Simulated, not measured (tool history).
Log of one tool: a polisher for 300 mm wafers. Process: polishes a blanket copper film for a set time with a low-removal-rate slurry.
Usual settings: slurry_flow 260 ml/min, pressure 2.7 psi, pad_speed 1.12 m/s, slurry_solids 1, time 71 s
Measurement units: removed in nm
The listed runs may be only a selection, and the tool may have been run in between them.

| run | hour | slurry_flow | pressure | pad_speed | slurry_solids | time | wafers since the last listed run | wafers polished on this pad | hours since the slurry nozzle was cleaned | hours since the head pressure was calibrated | hours since the slurry blender was calibrated | incoming thickness of the incoming film, nm | removed |
|---|---|---|---|---|---|---|---|---|---|---|---|---|---|
| 1 | 0 | 260 | 2.1 | 1.12 | 1 | 71 | 0 | 1083 | 302.4 | 521.9 | 361 | 855.1 | 197 |
| 2 | 61.1 | 260 | 2.1 | 1.12 | 1 | 71 | 450 | 1534 | 363.5 | 583 | 422.1 | 863.1 | 198.7 |
| 3 | 149.6 | 260 | 2.1 | 1.12 | 1 | 71 | 652 | 2187 | 452 | 671.5 | 510.6 | 864.4 | 194.4 |
|  | 199 | slurry blender recalibrated |
| 4 | 232.5 | 260 | 2.7 | 1.12 | 1 | 71 | 596 | 2783 | 534.9 | 754.4 | 33.5 | 851.4 | 244.8 |
| 5 | 295.4 | 260 | 2.7 | 1.12 | 1 | 71 | 463 | 3247 | 597.8 | 817.3 | 96.4 | 855.3 | 246 |
|  | 309 | slurry nozzle cleaned |
|  | 330.2 | head pressure recalibrated |
| 6 | 332.4 | 260 | 2.7 | 1.12 | 1 | 71 | 250 | 3498 | 23.4 | 2.2 | 133.4 | 848.9 | 258.7 |
|  | 411.4 | worn pad replaced by a new one |
| 7 | 425.9 | 260 | 2.7 | 0.96 | 1.15 | 71 | 660 | 106 | 116.9 | 95.7 | 226.9 | 856.7 | 231.5 |
| 8 | 480.3 | 260 | 2.7 | 0.96 | 1.15 | 71 | 401 | 507 | 171.3 | 150.1 | 281.3 | 866.5 | 240.3 |
| 9 | 560.1 | 260 | 2.7 | 0.96 | 1.15 | 71 | 588 | 1096 | 251.1 | 229.9 | 361.1 | 854.5 | 239.2 |
| 10 | 660.1 | 210 | 2.4 | 1.12 | 1.2 | 59 | 737 | 1834 | 351.1 | 329.9 | 461.1 | 853.4 | 194 |
| 11 | 704.6 | 260 | 2.7 | 1.12 | 1 | 71 | 328 | 2162 | 395.6 | 374.4 | 505.6 | 862.4 | 256.1 |
|  | 759.7 | slurry blender recalibrated |
| 12 | 794.1 | 260 | 2.7 | 1.12 | 1 | 71 | 645 | 2807 | 485.1 | 463.9 | 34.4 | 850.6 | 250.1 |
| 13 | 885.5 | 260 | 2.7 | 1.12 | 1 | 71 | 674 | 3482 | 576.5 | 555.3 | 125.8 | 860 | 249 |
|  | 969.9 | worn pad replaced by a new one |
|  | 1013 | slurry nozzle cleaned |
| 14 | 1124.3 | 260 | 3.4 | 1.22 | 1 | 71 | 1724 | 1131 | 111.3 | 794.1 | 364.6 | 859.1 | 337.8 |
| 15 | 1226.8 | 260 | 2.7 | 1.12 | 1 | 71 | 756 | 1887 | 213.8 | 896.6 | 467.1 | 856.9 | 255.5 |
|  | 1307.3 | head pressure recalibrated |
| 16 | 1325.2 | 260 | 3.1 | 1.12 | 1 | 71 | 711 | 2598 | 312.2 | 17.9 | 565.5 | 853.3 | 289.5 |
|  | 1369.1 | slurry blender recalibrated |
| 17 | 1413.9 | 260 | 2.7 | 1.38 | 1 | 71 | 639 | 3238 | 400.9 | 106.6 | 44.8 | 854.8 | 303.1 |
| 18 | 1468.1 | 260 | 2.7 | 1.12 | 1 | 71 | 399 | 3638 | 455.1 | 160.8 | 99 | 863.7 | 249.6 |
| 19 | 1507.6 | 315 | 2.7 | 1.12 | 1.15 | 71 | 291 | 3929 | 494.6 | 200.3 | 138.5 | 854 | 270.8 |
| 20 | 1609 | 260 | 3.4 | 1.22 | 1 | 71 | 747 | 4677 | 596 | 301.7 | 239.9 | 856.8 | 330.2 |
|  | 1625.9 | worn pad replaced by a new one |
| 21 | 1709.9 | 260 | 2.7 | 0.84 | 1 | 71 | 714 | 619 | 696.9 | 402.6 | 340.8 | 844 | 188.9 |
|  | 1728.6 | slurry nozzle cleaned |
| 22 | 1781.9 | 210 | 2.7 | 1.28 | 0.9 | 71 | 523 | 1143 | 53.3 | 474.6 | 412.8 | 862.2 | 268.9 |
| 23 | 1830.7 | 260 | 2.7 | 1.12 | 1.25 | 54 | 359 | 1503 | 102.1 | 523.4 | 461.6 | 852.9 | 205.2 |
| 24 | 1877.1 | 260 | 2.7 | 1.12 | 1 | 71 | 342 | 1845 | 148.5 | 569.8 | 508 | 854.9 | 259.4 |
| 25 | 1915.9 | 260 | 2.7 | 1.12 | 0.8 | 88 | 286 | 2132 | 187.3 | 608.6 | 546.8 | 840.3 | 296.7 |
| 26 | 1991.9 | 260 | 2.7 | 1.12 | 1.25 | 54 | 560 | 2692 | 263.3 | 684.6 | 622.8 | 862.4 | 206.5 |

Run 27 has not been measured yet. What should we expect?
|  | 2037.2 | slurry blender recalibrated |
| 27 | 2068.1 | 260 | 2.7 | 1.32 | 0.9 | 71 | 547 | 3240 | 339.5 | 760.8 | 30.9 | 857 | ? |

{"run 27": {"removed": 284.5}}
Take away the tool's hidden state, keep the run-to-run variation as it was, and the same run would have given removed 288.1 nm.
